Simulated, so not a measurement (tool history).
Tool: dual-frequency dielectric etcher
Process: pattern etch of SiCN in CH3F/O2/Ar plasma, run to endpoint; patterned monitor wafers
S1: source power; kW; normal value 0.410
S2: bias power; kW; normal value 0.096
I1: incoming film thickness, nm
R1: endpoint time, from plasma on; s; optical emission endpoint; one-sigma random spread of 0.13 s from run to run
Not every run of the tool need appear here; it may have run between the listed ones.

run	hour	S1	S2	I1	R1
1	0.0	0.380	0.096	9.45	23.4
2	54.5	0.380	0.096	9.52	23.4
3	113.3	0.410	0.096	9.54	22.7
4	178.0	0.410	0.096	9.46	22.4
# hour 227.0: wet clean of the chamber
5	264.7	0.410	0.096	9.45	22.7
6	356.5	0.410	0.096	9.46	22.5
7	450.5	0.410	0.082	9.50	23.5
8	518.8	0.410	0.082	9.46	23.6
# hour 586.2: wet clean of the chamber
9	606.9	0.410	0.089	9.48	23.1
10	670.9	0.410	0.096	9.44	22.4
11	766.4	0.410	0.096	9.40	22.7
# hour 831.5: upper electrode replaced
12	852.9	0.390	0.096	9.49	23.0
# hour 962.3: bias power generator calibrated
# hour 1006.2: wet clean of the chamber
13	1009.1	0.450	0.113	9.50	20.9
# hour 1073.1: source power generator calibrated
14	1076.0	0.380	0.103	9.56	23.3
15	1118.9	0.490	0.072	9.44	22.3
16	1210.5	0.370	0.118	9.55	22.5
17	1260.2	0.510	0.084	9.40	21.2
18	1321.5	0.450	0.080	9.48	22.9
# hour 1352.0: wet clean of the chamber
19	1422.3	0.500	0.096	9.60	21.1
20	1517.7	0.450	0.084	9.50	22.5
21	1579.8	0.500	0.096	9.47	20.7
22	1645.9	0.440	0.084	9.50	22.7
23	1726.4	0.320	0.089	9.51	25.6
# hour 1795.0: wet clean of the chamber
24	1795.5	0.410	0.096	9.44	22.6

What if the next run were any one of these 5? Each begins from the tool's condition after run 24:
A	1795.9	0.410	0.096	9.51	?
B	1795.9	0.440	0.081	9.51	?
C	1795.9	0.340	0.077	9.51	?
D	1795.9	0.500	0.080	9.51	?
E	1795.9	0.360	0.107	9.51	?

run	R1
A	22.8
B	23.1
C	26.3
D	21.9
E	23.4
What these runs would have given with no unlogged condition in the tool:
run	R1
A	22.8
B	23.1
C	26.3
D	21.9
E	23.4
